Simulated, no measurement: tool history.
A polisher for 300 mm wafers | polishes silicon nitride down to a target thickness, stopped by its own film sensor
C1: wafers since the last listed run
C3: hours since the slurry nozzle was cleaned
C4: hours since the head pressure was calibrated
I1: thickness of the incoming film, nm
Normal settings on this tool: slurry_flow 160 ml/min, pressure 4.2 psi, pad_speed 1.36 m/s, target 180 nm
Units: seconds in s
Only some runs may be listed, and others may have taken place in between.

Run 1, hour 0: usual settings; C1 0; wafers polished on this pad 2846; C3 262.3; C4 38.9; I1 301.8. Result: seconds 58.8 s.
At hour 27.7: worn pad replaced by a new one.
Run 2, hour 201.4: usual settings; C1 2121; wafers polished on this pad 1867; C3 463.7; C4 240.3; I1 295.1. Result: seconds 53.2 s.
Run 3, hour 260.2: usual settings; C1 631; wafers polished on this pad 2498; C3 522.5; C4 299.1; I1 296.7. Result: seconds 53.5 s.
Run 4, hour 284.2: usual settings but target 193 nm; C1 257; wafers polished on this pad 2756; C3 546.5; C4 323.1; I1 297.8. Result: seconds 48.2 s.
Run 5, hour 331.5: usual settings; C1 508; wafers polished on this pad 3265; C3 593.8; C4 370.4; I1 298.1. Result: seconds 54.8 s.
At hour 341.6: slurry nozzle cleaned.
At hour 345.1: worn pad replaced by a new one.
Run 6, hour 380.4: usual settings; C1 476; wafers polished on this pad 379; C3 38.8; C4 419.3; I1 300.1. Result: seconds 53.8 s.
Run 7, hour 411.2: usual settings; C1 331; wafers polished on this pad 710; C3 69.6; C4 450.1; I1 303.8. Result: seconds 53.9 s.
Run 8, hour 479.4: usual settings but pressure 4.8 psi; C1 732; wafers polished on this pad 1442; C3 137.8; C4 518.3; I1 302.7. Result: seconds 48.5 s.
At hour 650.7: worn pad replaced by a new one.
At hour 655.2: head pressure recalibrated.
Run 9, hour 655.7: usual settings but pressure 4.8 psi; C1 1830; wafers polished on this pad 31; C3 314.1; C4 0.5; I1 304.4. Result: seconds 52.8 s.
Run 10, hour 693.4: usual settings; C1 405; wafers polished on this pad 437; C3 351.8; C4 38.2; I1 302.2. Result: seconds 55.8 s.
Run 11, hour 736.9: usual settings; C1 467; wafers polished on this pad 904; C3 395.3; C4 81.7; I1 298.7. Result: seconds 56.2 s.
Run 12, hour 921: usual settings but slurry_flow 140 ml/min, pressure 5.6 psi, pad_speed 1.8 m/s, target 165 nm; C1 1978; wafers polished on this pad 2883; C3 579.4; C4 265.8; I1 297.1. Result: seconds 37.7 s.
At hour 949.6: slurry nozzle cleaned.
At hour 980.3: worn pad replaced by a new one.
Run 13, hour 980.8: usual settings but slurry_flow 210 ml/min, pressure 5 psi; C1 588; wafers polished on this pad 5; C3 31.2; C4 325.6; I1 304.4. Result: seconds 45.3 s.
Run 14, hour 1011.5: usual settings but pressure 2.9 psi; C1 329; wafers polished on this pad 335; C3 61.9; C4 356.3; I1 300.2. Result: seconds 78.9 s.
Run 15, hour 1211.9: usual settings but pressure 4.8 psi; C1 2153; wafers polished on this pad 2489; C3 262.3; C4 556.7; I1 297.5. Result: seconds 44.9 s.
At hour 1237.1: worn pad replaced by a new one.
Run 16, hour 1242.4: usual settings; C1 284; wafers polished on this pad 56; C3 292.8; C4 587.2; I1 303.8. Result: seconds 54.8 s.
Run 17, hour 1280: usual settings but slurry_flow 210 ml/min, target 198 nm; C1 404; wafers polished on this pad 460; C3 330.4; C4 624.8; I1 298.1. Result: seconds 41 s.
Run 18, hour 1318.1: usual settings but slurry_flow 175 ml/min, pressure 3.6 psi, pad_speed 1.82 m/s, target 220 nm; C1 409; wafers polished on this pad 870; C3 368.5; C4 662.9; I1 296.4. Result: seconds 29.7 s.
At hour 1322.5: head pressure recalibrated.
Run 19, hour 1356.7: usual settings but target 141 nm; C1 393; wafers polished on this pad 1263; C3 407.1; C4 34.2; I1 301.9. Result: seconds 75.3 s.
Run 20, hour 1406: usual settings but target 204 nm; C1 529; wafers polished on this pad 1793; C3 456.4; C4 83.5; I1 302.3. Result: seconds 45.3 s.
Run 21, hour 1432.9: usual settings but slurry_flow 140 ml/min, pressure 5.6 psi, pad_speed 1.8 m/s, target 165 nm; C1 289; wafers polished on this pad 2082; C3 483.3; C4 110.4; I1 294.2. Result: seconds 36.5 s.
Run 22, hour 1473.3: usual settings but target 141 nm; C1 434; wafers polished on this pad 2516; C3 523.7; C4 150.8; I1 299.4. Result: seconds 73 s.

A few steps of seconds between consecutive runs. Split each: what settings, incoming material and random variation would produce without the hidden state, and what is left over for the hidden state, along with gauge scatter present in only one of the two compared results (measured, and without hidden state):
Unlogged tool condition in this case: removal rate lost through wear of the pad, %; slurry flow missing at the pad, %; deviation of the head's pressure from its setpoint, %.
Run 8 -> 9: worn pad replaced by a new one, head pressure recalibrated. seconds +4.3 s: hidden state +4.1, all else +0.2.
Run 18 -> 19: slurry_flow 175 -> 160, pressure 3.6 -> 4.2, pad_speed 1.82 -> 1.36, target 220 -> 141, head pressure recalibrated. seconds +45.6 s: hidden state +3.3, all else +42.3.
Run 21 -> 22: slurry_flow 140 -> 160, pressure 5.6 -> 4.2, pad_speed 1.8 -> 1.36, target 165 -> 141. seconds +36.5 s: hidden state -1.3, all else +37.8.
